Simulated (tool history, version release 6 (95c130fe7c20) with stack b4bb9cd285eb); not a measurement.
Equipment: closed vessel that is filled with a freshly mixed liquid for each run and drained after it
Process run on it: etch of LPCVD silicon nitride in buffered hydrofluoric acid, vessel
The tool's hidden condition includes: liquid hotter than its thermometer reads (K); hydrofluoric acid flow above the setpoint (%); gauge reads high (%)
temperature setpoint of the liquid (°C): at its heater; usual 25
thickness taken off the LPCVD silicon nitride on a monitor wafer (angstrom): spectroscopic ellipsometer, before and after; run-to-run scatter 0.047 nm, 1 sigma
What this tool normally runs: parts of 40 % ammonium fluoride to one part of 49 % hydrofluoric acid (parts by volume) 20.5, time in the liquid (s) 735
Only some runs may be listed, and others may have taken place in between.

run     day  temperature setpoint of the liquid (°C)  parts of 40 % ammonium fluoride to one part of 49 % hydrofluoric acid (parts by volume)  time in the liquid (s)  wafers since the last listed run  hours since the thermometer was replaced  hours since the hydrofluoric acid flow meter was replaced  hours since the gauge calibration  read-back film thickness of the LPCVD silicon nitride reference wafer, read on the same gauge (nm)  thickness taken off the LPCVD silicon nitride on a monitor wafer (angstrom)
  1       0                                       25                                                                                     20.5                     735                                 0                                    1406.6                                                     1316.2                              566.3                                                                                              130.02                                                                         73.7
  2   3.358                                       28                                                                                     20.5                     905                              6458                                    1487.2                                                     1396.8                              646.9                                                                                              130.02                                                                        108.3
  3   4.042                                       28                                                                                     20.5                     905                              1314                                    1503.6                                                     1413.2                              663.3                                                                                                 130                                                                        107.8
  4   5.171                                       28                                                                                     20.5                     905                              2171                                    1530.7                                                     1440.3                              690.4                                                                                                 130                                                                        108.4
  5   8.133                                       25                                                                                     17.5                     595                              5697                                    1601.8                                                     1511.4                              761.5                                                                                              129.98                                                                         72.3
      8.446  -- hydrofluoric acid flow meter replaced
  6   9.333                                       25                                                                                     17.5                     595                              2227                                    1630.6                                                       21.3                              790.3                                                                                              129.98                                                                         63.9
  7  10.671                                       25                                                                                     17.5                     595                              2572                                    1662.7                                                       53.4                              822.4                                                                                              130.02                                                                         63.9
  8  11.458                                     27.5                                                                                     20.5                     735                              1514                                    1681.6                                                       72.3                              841.3                                                                                              129.99                                                                         78.2
  9  12.858                                     27.5                                                                                     20.5                     735                              2692                                    1715.2                                                      105.9                              874.9                                                                                                 130                                                                         77.7
 10  13.838                                       25                                                                                     20.5                     735                              1883                                    1738.7                                                      129.4                              898.4                                                                                              130.02                                                                         67.8
 11  15.117                                       25                                                                                     20.5                     735                              2460                                    1769.4                                                      160.1                              929.1                                                                                              129.99                                                                         67.2
 12  16.079                                       25                                                                                     20.5                     735                              1851                                    1792.5                                                      183.2                              952.2                                                                                              130.02                                                                         68.1
 13  17.033                                       25                                                                                     20.5                     735                              1835                                    1815.4                                                      206.1                              975.1                                                                                                 130                                                                         68.2
 14  18.454                                     29.5                                                                                       28                     385                              2732                                    1849.5                                                      240.2                             1009.2                                                                                                 130                                                                         36.8
 15  19.929                                     28.5                                                                                     20.5                     735                              2836                                    1884.9                                                      275.6                             1044.6                                                                                              130.01                                                                         82.8
 16  21.112                                       25                                                                                     20.5                     735                              2275                                    1913.3                                                        304                               1073                                                                                              129.98                                                                         69.1
 17   21.85                                     21.5                                                                                       18                     735                              1418                                      1931                                                      321.7                             1090.7                                                                                              129.99                                                                         64.2
 18  22.392                                       25                                                                                     20.5                    1105                              1041                                      1944                                                      334.7                             1103.7                                                                                                 130                                                                        103.6
 19  23.817                                       25                                                                                     17.5                     415                              2740                                    1978.2                                                      368.9                             1137.9                                                                                              129.99                                                                         45.3
      24.15  -- thermometer replaced
 20  25.229                                     28.5                                                                                     16.5                     735                              2636                                      25.9                                                      402.8                             1171.8                                                                                                 130                                                                          103
 21  26.067                                     20.5                                                                                     27.5                     735                              1610                                        46                                                      422.9                             1191.9                                                                                                 130                                                                           44
 22  27.158                                       27                                                                                       15                    1015                              2099                                      72.2                                                      449.1                             1218.1                                                                                              129.98                                                                        145.2
 23  27.904                                       28                                                                                       23                     475                              1434                                      90.1                                                        467                               1236                                                                                              130.03                                                                           48
     28.138  -- gauge calibrated
 24  28.612                                       25                                                                                       17                    1045                              1362                                     107.1                                                        484                               11.4                                                                                              129.98                                                                        120.1
 25  29.567                                       22                                                                                     14.5                     540                              1835                                       130                                                      506.9                               34.3                                                                                              130.03                                                                         61.4
 26  30.512                                       30                                                                                     18.5                     430                              1819                                     152.7                                                      529.6                                 57                                                                                              129.99                                                                         58.5
 27  31.829                                     27.5                                                                                       24                     735                              2532                                     184.3                                                      561.2                               88.6                                                                                              129.99                                                                           71
 28   33.15                                       25                                                                                     20.5                     735                              2540                                       216                                                      592.9                              120.3                                                                                              129.99                                                                           70
 29   33.65                                       25                                                                                     20.5                     735                               961                                       228                                                      604.9                              132.3                                                                                                 130                                                                         69.4
 30  34.875                                       22                                                                                     20.5                     735                              2355                                     257.4                                                      634.3                              161.7                                                                                              130.01                                                                         59.7
 31  35.454                                       29                                                                                     20.5                     735                              1113                                     271.3                                                      648.2                              175.6                                                                                              130.01                                                                         88.7
 32  36.625                                     28.5                                                                                     20.5                     735                              2251                                     299.4                                                      676.3                              203.7                                                                                              130.02                                                                         85.6
 33  37.629                                       27                                                                                       16                     935                              1931                                     323.5                                                      700.4                              227.8                                                                                              129.97                                                                          128

Consider 3 possible next runs. They are alternatives, not a sequence: every one starts from the tool as it was left by run 33. What does each give?
  A  37.667                                       25                                                                                     25.5                     735                                72                                     324.4                                                      701.3                              228.7                                                                                                   ?                                                                            ?
  B  37.667                                       22                                                                                     20.5                     445                                72                                     324.4                                                      701.3                              228.7                                                                                                   ?                                                                            ?
  C  37.667                                     27.5                                                                                     22.5                     735                                72                                     324.4                                                      701.3                              228.7                                                                                                   ?                                                                            ?

run  read-back film thickness of the LPCVD silicon nitride reference wafer, read on the same gauge (nm)  thickness taken off the LPCVD silicon nitride on a monitor wafer (angstrom)
  A                                                                                              130.01                                                                         60.5
  B                                                                                              130.01                                                                         36.5
  C                                                                                              130.01                                                                         75.5
Stripped of hidden state, with their random variation kept, the same runs would have yielded:
run  thickness taken off the LPCVD silicon nitride on a monitor wafer (angstrom)
  A                                                                           58
  B                                                                         34.6
  C                                                                         72.4
